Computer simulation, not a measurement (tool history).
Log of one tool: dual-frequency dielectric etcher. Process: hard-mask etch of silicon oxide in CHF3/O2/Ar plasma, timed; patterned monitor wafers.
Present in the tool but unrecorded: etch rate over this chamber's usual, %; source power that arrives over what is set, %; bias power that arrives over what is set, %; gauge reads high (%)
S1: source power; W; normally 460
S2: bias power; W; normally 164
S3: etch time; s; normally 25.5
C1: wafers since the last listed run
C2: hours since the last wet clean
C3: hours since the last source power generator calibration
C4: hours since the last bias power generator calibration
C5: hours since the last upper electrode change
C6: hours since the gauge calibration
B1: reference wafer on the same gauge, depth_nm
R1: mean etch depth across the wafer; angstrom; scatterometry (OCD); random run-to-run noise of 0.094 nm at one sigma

| run | hour | S1 | S2 | S3 | C1 | C2 | C3 | C4 | C5 | C6 | B1 | R1 |
|---|---|---|---|---|---|---|---|---|---|---|---|---|
| 1 | 0 | 460 | 164 | 25.5 | 0 | 221.3 | 1459.9 | 1446.9 | 883.8 | 806.2 | 40.61 | 417.2 |
| 2 | 85.5 | 460 | 164 | 25.5 | 829 | 306.8 | 1545.4 | 1532.4 | 969.3 | 891.7 | 40.57 | 414.6 |
|  | 380.6 | wet clean of the chamber |
| 3 | 381.1 | 460 | 164 | 25.5 | 2636 | 0.5 | 1841 | 1828 | 1264.9 | 1187.3 | 40.58 | 415.2 |
|  | 395.3 | gauge calibrated |
| 4 | 428.6 | 460 | 164 | 25.5 | 461 | 48 | 1888.5 | 1875.5 | 1312.4 | 33.3 | 40.58 | 413.9 |
| 5 | 524.1 | 460 | 164 | 25.5 | 926 | 143.5 | 1984 | 1971 | 1407.9 | 128.8 | 40.6 | 411.6 |
| 6 | 560.7 | 460 | 164 | 25.5 | 355 | 180.1 | 2020.6 | 2007.6 | 1444.5 | 165.4 | 40.61 | 415.1 |
| 7 | 658.3 | 460 | 164 | 25.5 | 947 | 277.7 | 2118.2 | 2105.2 | 1542.1 | 263 | 40.57 | 411.3 |
| 8 | 720 | 460 | 164 | 25.5 | 598 | 339.4 | 2179.9 | 2166.9 | 1603.8 | 324.7 | 40.59 | 414.1 |
| 9 | 760.8 | 400 | 191 | 25.5 | 396 | 380.2 | 2220.7 | 2207.7 | 1644.6 | 365.5 | 40.59 | 422.2 |
| 10 | 849.7 | 570 | 164 | 25.5 | 862 | 469.1 | 2309.6 | 2296.6 | 1733.5 | 454.4 | 40.62 | 438.9 |
|  | 853.8 | source power generator calibrated |
|  | 922 | bias power generator calibrated |
|  | 934.6 | upper electrode replaced |
|  | 941.6 | wet clean of the chamber |
| 11 | 942.1 | 500 | 138 | 21 | 629 | 0.5 | 88.3 | 20.1 | 7.5 | 546.8 | 40.61 | 327.2 |
| 12 | 968.9 | 460 | 134 | 25.5 | 260 | 27.3 | 115.1 | 46.9 | 34.3 | 573.6 | 40.58 | 386.1 |
| 13 | 1043.3 | 460 | 135 | 21.5 | 722 | 101.7 | 189.5 | 121.3 | 108.7 | 648 | 40.58 | 325.6 |
| 14 | 1125.6 | 460 | 164 | 25.5 | 798 | 184 | 271.8 | 203.6 | 191 | 730.3 | 40.59 | 416.1 |
| 15 | 1231.3 | 550 | 196 | 29.5 | 1025 | 289.7 | 377.5 | 309.3 | 296.7 | 836 | 40.6 | 545.4 |
| 16 | 1267.5 | 500 | 148 | 19.5 | 351 | 325.9 | 413.7 | 345.5 | 332.9 | 872.2 | 40.61 | 314.1 |

Hidden state or all else? Some run-to-run changes of R1, split into what the settings, what came in and random variation would give without the hidden state, and what is left for the hidden state (with any gauge scatter that isn't in both results):
Run 10 -> 11: S1 570 -> 500, S2 164 -> 138, S3 25.5 -> 21, source power generator calibrated, bias power generator calibrated, upper electrode replaced, wet clean of the chamber. R1 -111.7 angstrom: hidden state +3.8, all else -115.5.
Run 15 -> 16: S1 550 -> 500, S2 196 -> 148, S3 29.5 -> 19.5. R1 -231.3 angstrom: hidden state +0.4, all else -231.7.
